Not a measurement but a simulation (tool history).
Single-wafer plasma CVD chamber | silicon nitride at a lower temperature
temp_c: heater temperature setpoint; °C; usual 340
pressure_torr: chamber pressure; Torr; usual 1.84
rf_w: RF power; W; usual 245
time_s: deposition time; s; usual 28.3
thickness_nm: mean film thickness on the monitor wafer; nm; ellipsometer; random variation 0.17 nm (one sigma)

run    hour  temp_c  pressure_torr  rf_w  time_s  wafers since the last listed run  hours since the last thermocouple change  hours since the last RF generator calibration  hours since the last manometer calibration  hours since the showerhead was replaced  hours since the gauge calibration  read-back reference wafer on the same gauge, thickness_nm  thickness_nm
  1       0     340           1.84   245    28.3                                 0                                    2094.6                                         1216.2                                       225.7                                   4594.6                              347.5                                                     26.833        30.784
  2    69.9     340           1.84   245    28.3                              1638                                    2164.5                                         1286.1                                       295.6                                   4664.5                              417.4                                                      26.78        31.082
  3    96.3     340           1.84   245    28.3                               618                                    2190.9                                         1312.5                                         322                                   4690.9                              443.8                                                     26.791        30.937
  4   147.2     347           1.58   245    28.3                              1193                                    2241.8                                         1363.4                                       372.9                                   4741.8                              494.7                                                     26.725        28.743
  5   178.5     347           1.58   245    28.3                               733                                    2273.1                                         1394.7                                       404.2                                   4773.1                                526                                                     26.662        28.961
  6   239.9     347           1.58   245    28.3                              1439                                    2334.5                                         1456.1                                       465.6                                   4834.5                              587.4                                                     26.625        28.719
  7   418.5     344           1.84   245    28.3                              4186                                    2513.1                                         1634.7                                       644.2                                   5013.1                                766                                                     26.442         30.23
  8     455     344           1.84   245    28.3                               855                                    2549.6                                         1671.2                                       680.7                                   5049.6                              802.5                                                     26.358         30.13
      536.1  -- thermocouple changed; heater temperature recalibrated
  9   646.7     340           1.84   245    28.3                              4306                                     110.6                                         1862.9                                       872.4                                   5241.3                              994.2                                                     26.059        29.638
 10   718.3     340           1.84   245    28.3                              1678                                     182.2                                         1934.5                                         944                                   5312.9                             1065.8                                                     25.936         30.16
      741.6  -- RF generator calibrated
      749.8  -- gauge calibrated
 11   778.5     340           1.84   245    28.3                              1223                                     242.4                                           36.9                                      1004.2                                   5373.1                               28.7                                                     26.848        30.955
 12   814.7     340           1.84   245    28.3                               848                                     278.6                                           73.1                                      1040.4                                   5409.3                               64.9                                                     26.801        30.817
      893.4  -- capacitance manometer re-zeroed and calibrated
 13   893.9     343           1.84   245    28.3                              1669                                     357.8                                          152.3                                         0.5                                   5488.5                              144.1                                                     26.793         31.04
 14   954.3     340           1.84   245    28.3                              1415                                     418.2                                          212.7                                        60.9                                   5548.9                              204.5                                                     26.812         30.79
 15  1007.2     348           1.84   270    28.3                              1240                                     471.1                                          265.6                                       113.8                                   5601.8                              257.4                                                     26.763        32.969
     1035.8  -- showerhead replaced
 16  1045.7     340           1.84   245    28.3                               714                                     509.6                                          304.1                                       152.3                                      9.9                              295.9                                                      26.72         30.56
 17  1116.3     340           1.84   245    32.8                              1655                                     580.2                                          374.7                                       222.9                                     80.5                              366.5                                                     26.726        35.959
 18  1144.2     328           2.21   245    28.3                               654                                     608.1                                          402.6                                       250.8                                    108.4                              394.4                                                     26.694        32.975
 19  1188.6     340           1.84   290    32.9                              1040                                     652.5                                            447                                       295.2                                    152.8                              438.8                                                     26.694        40.422
 20  1255.6     340           1.44   245    23.6                              1570                                     719.5                                            514                                       362.2                                    219.8                              505.8                                                     26.588        23.248
 21  1286.5     350           1.84   275    28.3                               724                                     750.4                                          544.9                                       393.1                                    250.7                              536.7                                                     26.579         33.34
 22  1330.9     340           1.84   225    30.8                              1040                                     794.8                                          589.3                                       437.5                                    295.1                              581.1                                                     26.525        30.879
 23    1365     340           1.84   245    28.3                               799                                     828.9                                          623.4                                       471.6                                    329.2                              615.2                                                     26.506        30.511
 24  1397.9     340           1.84   245    28.3                               771                                     861.8                                          656.3                                       504.5                                    362.1                              648.1                                                     26.484        30.643
 25  1442.7     344           1.84   245    28.3                              1050                                     906.6                                          701.1                                       549.3                                    406.9                              692.9                                                     26.389        30.522
 26  1506.4     340           1.84   265    32.3                              1493                                     970.3                                          764.8                                         613                                    470.6                              756.6                                                     26.312        36.519

Forecast each of these 5 alternatives for the next run:
  A  1506.8     340           2.19   245    28.3                                 9                                     970.7                                          765.2                                       613.4                                      471                                757                                                          ?             ?
  B  1506.8     340           1.67   245    28.3                                 9                                     970.7                                          765.2                                       613.4                                      471                                757                                                          ?             ?
  C  1506.8     328           1.84   245    28.3                                 9                                     970.7                                          765.2                                       613.4                                      471                                757                                                          ?             ?
  D  1506.8     353           1.84   245    28.3                                 9                                     970.7                                          765.2                                       613.4                                      471                                757                                                          ?             ?
  E  1506.8     340           2.24   245    28.3                                 9                                     970.7                                          765.2                                       613.4                                      471                                757                                                          ?             ?

run  read-back reference wafer on the same gauge, thickness_nm  thickness_nm
  A                                                     26.285        32.271
  B                                                     26.285        29.169
  C                                                     26.285        30.468
  D                                                     26.285        30.151
  E                                                     26.285        32.515
Without the tool's hidden state the same runs would have given:
run  thickness_nm
  A        32.989
  B        29.818
  C        31.146
  D        30.822
  E        33.238

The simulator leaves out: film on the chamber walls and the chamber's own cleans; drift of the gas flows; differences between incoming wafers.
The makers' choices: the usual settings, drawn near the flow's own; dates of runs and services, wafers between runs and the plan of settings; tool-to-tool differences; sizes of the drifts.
